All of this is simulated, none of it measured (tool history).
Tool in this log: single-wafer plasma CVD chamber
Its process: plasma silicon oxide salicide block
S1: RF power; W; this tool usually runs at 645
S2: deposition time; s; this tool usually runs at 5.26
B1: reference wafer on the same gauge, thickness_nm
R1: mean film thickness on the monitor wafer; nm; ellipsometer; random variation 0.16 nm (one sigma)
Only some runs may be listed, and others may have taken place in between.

| run | day | S1 | S2 | B1 | R1 |
|---|---|---|---|---|---|
| 1 | 0.000 | 645 | 5.26 | 48.997 | 57.059 |
| 2 | 0.971 | 645 | 5.26 | 49.025 | 56.802 |
| 3 | 1.821 | 645 | 5.26 | 48.992 | 56.883 |
| 4 | 2.333 | 645 | 5.26 | 49.005 | 56.722 |
| 5 | 2.896 | 645 | 5.26 | 48.985 | 56.978 |
| 6 | 4.112 | 645 | 5.26 | 49.044 | 56.837 |
| 7 | 5.179 | 585 | 5.26 | 48.950 | 55.822 |
| 8 | 6.308 | 585 | 5.26 | 48.975 | 55.611 |
| 9 | 7.592 | 645 | 4.46 | 49.019 | 48.242 |
| 10 | 8.300 | 645 | 4.46 | 49.004 | 47.881 |
| 11 | 9.008 | 645 | 5.26 | 49.006 | 56.605 |
| 12 | 10.167 | 645 | 5.26 | 48.976 | 56.459 |
| 13 | 11.525 | 645 | 5.26 | 49.002 | 56.770 |
| 14 | 12.179 | 645 | 5.64 | 48.995 | 60.684 |
| 15 | 13.062 | 645 | 5.64 | 49.032 | 60.872 |
| 16 | 13.829 | 645 | 5.26 | 49.000 | 56.822 |
| 17 | 14.421 | 645 | 5.26 | 48.993 | 56.596 |
| 18 | 15.408 | 715 | 5.26 | 48.959 | 57.946 |
| 19 | 16.567 | 715 | 5.26 | 48.991 | 57.871 |
| 20 | 17.192 | 645 | 5.26 | 48.997 | 56.469 |
| 21 | 18.538 | 645 | 5.82 | 48.957 | 62.492 |
|  | 18.925 | gauge calibrated |
| 22 | 19.712 | 770 | 5.26 | 48.976 | 58.728 |
| 23 | 20.433 | 710 | 5.26 | 48.993 | 57.681 |
| 24 | 24.250 | 700 | 5.80 | 48.994 | 63.040 |
|  | 25.746 | RF generator calibrated |
|  | 25.933 | showerhead replaced |
| 25 | 28.742 | 750 | 5.93 | 48.992 | 66.729 |
| 26 | 29.938 | 645 | 5.26 | 48.992 | 57.747 |
| 27 | 31.325 | 565 | 5.26 | 49.011 | 55.737 |
| 28 | 32.596 | 685 | 4.66 | 48.971 | 51.524 |
| 29 | 33.600 | 690 | 5.26 | 48.999 | 58.241 |
| 30 | 34.442 | 645 | 5.26 | 48.976 | 57.416 |
| 31 | 35.646 | 645 | 5.26 | 49.022 | 57.364 |
| 32 | 36.754 | 645 | 5.26 | 48.995 | 57.190 |
| 33 | 39.083 | 645 | 5.26 | 48.999 | 56.980 |
| 34 | 40.029 | 770 | 6.27 | 49.001 | 70.978 |
| 35 | 41.012 | 645 | 6.06 | 48.999 | 65.872 |
| 36 | 41.812 | 580 | 5.26 | 48.989 | 55.879 |
| 37 | 42.896 | 530 | 5.68 | 49.014 | 59.218 |
| 38 | 43.871 | 645 | 4.21 | 49.015 | 45.590 |
| 39 | 44.817 | 750 | 5.26 | 48.962 | 59.028 |
| 40 | 46.192 | 615 | 5.26 | 48.994 | 56.714 |

Below are 4 alternative next runs, each starting from the tool's condition after run 40. Predict each:
| A | 46.208 | 645 | 5.90 | ? | ? |
| B | 46.208 | 645 | 6.01 | ? | ? |
| C | 46.208 | 645 | 4.99 | ? | ? |
| D | 46.208 | 700 | 4.54 | ? | ? |

| run | B1 | R1 |
|---|---|---|
| A | 49.009 | 63.964 |
| B | 49.009 | 65.156 |
| C | 49.009 | 54.098 |
| D | 49.009 | 50.057 |
With no hidden state in the tool, these same runs would have given:
| run | R1 |
|---|---|
| A | 64.454 |
| B | 65.655 |
| C | 54.513 |
| D | 50.440 |

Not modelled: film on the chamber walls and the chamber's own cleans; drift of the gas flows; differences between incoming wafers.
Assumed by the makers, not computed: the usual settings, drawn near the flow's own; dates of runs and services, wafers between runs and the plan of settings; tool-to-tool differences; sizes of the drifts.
